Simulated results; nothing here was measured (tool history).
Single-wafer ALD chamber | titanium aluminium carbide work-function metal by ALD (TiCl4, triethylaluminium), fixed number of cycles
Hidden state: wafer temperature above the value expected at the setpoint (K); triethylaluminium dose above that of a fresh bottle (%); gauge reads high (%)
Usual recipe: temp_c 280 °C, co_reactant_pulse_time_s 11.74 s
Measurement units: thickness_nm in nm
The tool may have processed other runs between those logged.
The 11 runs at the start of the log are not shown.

run	hour	temp_c	co_reactant_pulse_time_s	wafers since the last listed run	hours since the last thermocouple change	hours since the last triethylaluminium bottle change	hours since the showerhead was replaced	hours since the gauge calibration	read-back reference wafer on the same gauge, thickness_nm	thickness_nm
12	845.9	280	11.74	778	1423.9	1500.8	7788.2	112.7	1.93	1.755
13	887.3	280	10.15	347	1465.3	1542.2	7829.6	154.1	1.93	1.753
14	955.8	280	9.77	575	1533.8	1610.7	7898.1	222.6	1.93	1.734
15	1025.2	280	11.74	582	1603.2	1680.1	7967.5	292	1.929	1.76
# hour 1045.5: triethylaluminium bottle replaced
16	1065.6	289	9.2	272	1643.6	20.1	8007.9	332.4	1.93	1.87
17	1157	276	8.65	767	1735	111.5	8099.3	423.8	1.929	1.741
# hour 1190: showerhead replaced
18	1242.6	280	11.74	651	1820.6	197.1	52.6	509.4	1.93	1.798
19	1313.5	284	8.56	595	1891.5	268	123.5	580.3	1.931	1.796
20	1357.9	288	14.93	372	1935.9	312.4	167.9	624.7	1.931	1.888
21	1438.4	291	15.53	675	2016.4	392.9	248.4	705.2	1.931	1.922
22	1490.6	276	16.03	438	2068.6	445.1	300.6	757.4	1.931	1.779
# hour 1756.8: thermocouple changed; heater temperature recalibrated
23	1778.2	268	14.76	2347	21.4	732.7	588.2	1045	1.931	1.644
24	1820.5	291	13.52	355	63.7	775	630.5	1087.3	1.93	1.854

What will run 25 give?
25	1864.5	280	11.74	369	107.7	819	674.5	1131.3	?	?

read-back reference wafer on the same gauge, thickness_nm: 1.93
thickness_nm: 1.73 nm
Take away the tool's hidden state, keep the run-to-run variation as it was, and the same run would have given thickness_nm 1.747 nm.
